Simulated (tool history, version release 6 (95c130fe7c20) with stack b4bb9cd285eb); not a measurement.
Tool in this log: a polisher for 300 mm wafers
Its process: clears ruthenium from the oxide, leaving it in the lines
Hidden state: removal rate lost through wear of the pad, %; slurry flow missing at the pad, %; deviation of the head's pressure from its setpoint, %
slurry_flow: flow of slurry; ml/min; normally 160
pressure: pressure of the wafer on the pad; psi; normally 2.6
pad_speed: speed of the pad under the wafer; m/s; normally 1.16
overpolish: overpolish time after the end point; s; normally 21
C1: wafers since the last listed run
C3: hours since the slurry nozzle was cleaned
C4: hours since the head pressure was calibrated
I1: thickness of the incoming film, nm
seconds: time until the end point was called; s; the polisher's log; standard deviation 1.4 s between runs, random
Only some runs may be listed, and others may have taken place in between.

run 1 hour=0.0 | slurry_flow=160 pressure=2.6 pad_speed=1.16 overpolish=21 | C1=0 wafers_polished_on_this_pad=502 C3=429.0 C4=272.3 | I1=179.3 | seconds=129.0
run 2 hour=20.8 | slurry_flow=160 pressure=2.6 pad_speed=1.16 overpolish=21 | C1=157 wafers_polished_on_this_pad=660 C3=449.8 C4=293.1 | I1=180.9 | seconds=137.3
run 3 hour=36.3 | slurry_flow=120 pressure=3.2 pad_speed=1.16 overpolish=21 | C1=117 wafers_polished_on_this_pad=777 C3=465.3 C4=308.6 | I1=183.1 | seconds=120.4
-- hour=60.7 worn pad replaced by a new one
run 4 hour=65.1 | slurry_flow=120 pressure=3.2 pad_speed=1.16 overpolish=21 | C1=188 wafers_polished_on_this_pad=33 C3=494.1 C4=337.4 | I1=180.3 | seconds=109.5
run 5 hour=87.9 | slurry_flow=160 pressure=2.6 pad_speed=1.16 overpolish=21 | C1=173 wafers_polished_on_this_pad=206 C3=516.9 C4=360.2 | I1=179.8 | seconds=129.9
run 6 hour=114.3 | slurry_flow=160 pressure=2.6 pad_speed=1.16 overpolish=21 | C1=200 wafers_polished_on_this_pad=406 C3=543.3 C4=386.6 | I1=177.8 | seconds=133.1
run 7 hour=140.6 | slurry_flow=160 pressure=3.2 pad_speed=1.16 overpolish=21 | C1=199 wafers_polished_on_this_pad=606 C3=569.6 C4=412.9 | I1=178.3 | seconds=111.3
run 8 hour=160.2 | slurry_flow=160 pressure=3.2 pad_speed=1.16 overpolish=21 | C1=148 wafers_polished_on_this_pad=755 C3=589.2 C4=432.5 | I1=177.5 | seconds=113.4
run 9 hour=193.5 | slurry_flow=160 pressure=1.9 pad_speed=1.26 overpolish=21 | C1=252 wafers_polished_on_this_pad=1008 C3=622.5 C4=465.8 | I1=180.4 | seconds=175.2
run 10 hour=208.9 | slurry_flow=120 pressure=2.2 pad_speed=1.34 overpolish=30 | C1=116 wafers_polished_on_this_pad=1124 C3=637.9 C4=481.2 | I1=180.9 | seconds=158.9

Predict the results of run 11:
-- hour=216.1 worn pad replaced by a new one
run 11 hour=221.8 | slurry_flow=130 pressure=3.0 pad_speed=1.32 overpolish=30 | C1=67 wafers_polished_on_this_pad=43 C3=650.8 C4=494.1 | I1=179.9 | seconds=?

seconds: 106.4 s
Had the tool carried no hidden state, the very same run would have given seconds 93.3 s.
